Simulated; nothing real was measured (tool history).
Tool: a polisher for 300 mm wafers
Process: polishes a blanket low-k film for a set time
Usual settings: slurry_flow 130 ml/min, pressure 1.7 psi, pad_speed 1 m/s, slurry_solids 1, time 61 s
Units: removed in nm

| run | hour | slurry_flow | pressure | pad_speed | slurry_solids | time | incoming thickness of the incoming film, nm | removed |
|---|---|---|---|---|---|---|---|---|
| 1 | 0 | 105 | 1.7 | 1 | 1 | 61 | 575.7 | 20.2 |
| 2 | 6.6 | 105 | 1.7 | 1 | 1 | 61 | 588.8 | 19.9 |
|  | 20.8 | worn pad replaced by a new one |
| 3 | 22.7 | 130 | 1.7 | 1 | 1 | 61 | 573.4 | 22.2 |
| 4 | 52.8 | 130 | 1.7 | 1 | 1 | 61 | 579.9 | 21.1 |
| 5 | 64.8 | 130 | 1.7 | 1 | 1 | 61 | 574.2 | 21.1 |
| 6 | 78.7 | 130 | 1.7 | 1.18 | 1 | 61 | 571 | 22.4 |
|  | 88.7 | slurry nozzle cleaned |
| 7 | 91.7 | 130 | 1.7 | 0.8 | 1 | 61 | 572.9 | 20.4 |
| 8 | 104.4 | 130 | 1.7 | 0.8 | 1 | 61 | 580.3 | 20.7 |
|  | 110.7 | worn pad replaced by a new one |
| 9 | 114.5 | 130 | 1.7 | 1 | 1 | 61 | 572.6 | 23.3 |
| 10 | 125.7 | 130 | 1.7 | 1 | 1 | 61 | 577.8 | 23.2 |
| 11 | 133.1 | 130 | 1.7 | 0.74 | 1 | 61 | 582.7 | 20.7 |
| 12 | 142.1 | 130 | 1.7 | 1.12 | 1 | 61 | 581.5 | 24.8 |
|  | 145.1 | conditioning disc replaced and pad reconditioned |
|  | 153.4 | head pressure recalibrated |
|  | 153.4 | slurry blender recalibrated |
| 13 | 153.9 | 130 | 1.7 | 1.16 | 1 | 61 | 568.9 | 25 |
| 14 | 170.8 | 130 | 1.7 | 1 | 1 | 61 | 579.5 | 23.1 |
| 15 | 187.2 | 130 | 1.7 | 0.74 | 1 | 61 | 579.2 | 19.3 |
| 16 | 199.6 | 130 | 1.7 | 1.3 | 1 | 61 | 579.5 | 25.4 |
|  | 205.6 | worn pad replaced by a new one |
| 17 | 207 | 130 | 1.5 | 1 | 1.15 | 61 | 570.6 | 22.2 |
| 18 | 215 | 130 | 1.7 | 1 | 1 | 61 | 576.9 | 23.1 |
| 19 | 222.9 | 90 | 1.7 | 1 | 1 | 61 | 578.7 | 20.5 |
| 20 | 234.9 | 170 | 1.7 | 1.32 | 1 | 61 | 581.4 | 27.7 |
| 21 | 251.5 | 100 | 1.5 | 1 | 1.1 | 54 | 572.2 | 17.3 |
| 22 | 268.8 | 130 | 1.7 | 1.32 | 1 | 72 | 582.6 | 30.4 |
| 23 | 282.1 | 165 | 2.3 | 1.18 | 1.1 | 61 | 577.8 | 35.2 |

The same runs without the tool's hidden state, with the same run-to-run variation:
The hidden state here: removal rate lost through wear of the pad, %; slurry flow missing at the pad, %; deviation of the head's pressure from its setpoint, %; abrasive missing from the slurry, %; time polished since the conditioner stopped cutting, s.
| run | removed |
|---|---|
| 1 | 23.1 |
| 2 | 23 |
| 3 | 24.2 |
| 4 | 24 |
| 5 | 24.3 |
| 6 | 26.3 |
| 7 | 21.7 |
| 8 | 22.2 |
| 9 | 23.8 |
| 10 | 23.9 |
| 11 | 21.4 |
| 12 | 25.7 |
| 13 | 26.2 |
| 14 | 24.4 |
| 15 | 20.6 |
| 16 | 27.4 |
| 17 | 22.9 |
| 18 | 24 |
| 19 | 21.7 |
| 20 | 29 |
| 21 | 18.7 |
| 22 | 33 |
| 23 | 38.3 |

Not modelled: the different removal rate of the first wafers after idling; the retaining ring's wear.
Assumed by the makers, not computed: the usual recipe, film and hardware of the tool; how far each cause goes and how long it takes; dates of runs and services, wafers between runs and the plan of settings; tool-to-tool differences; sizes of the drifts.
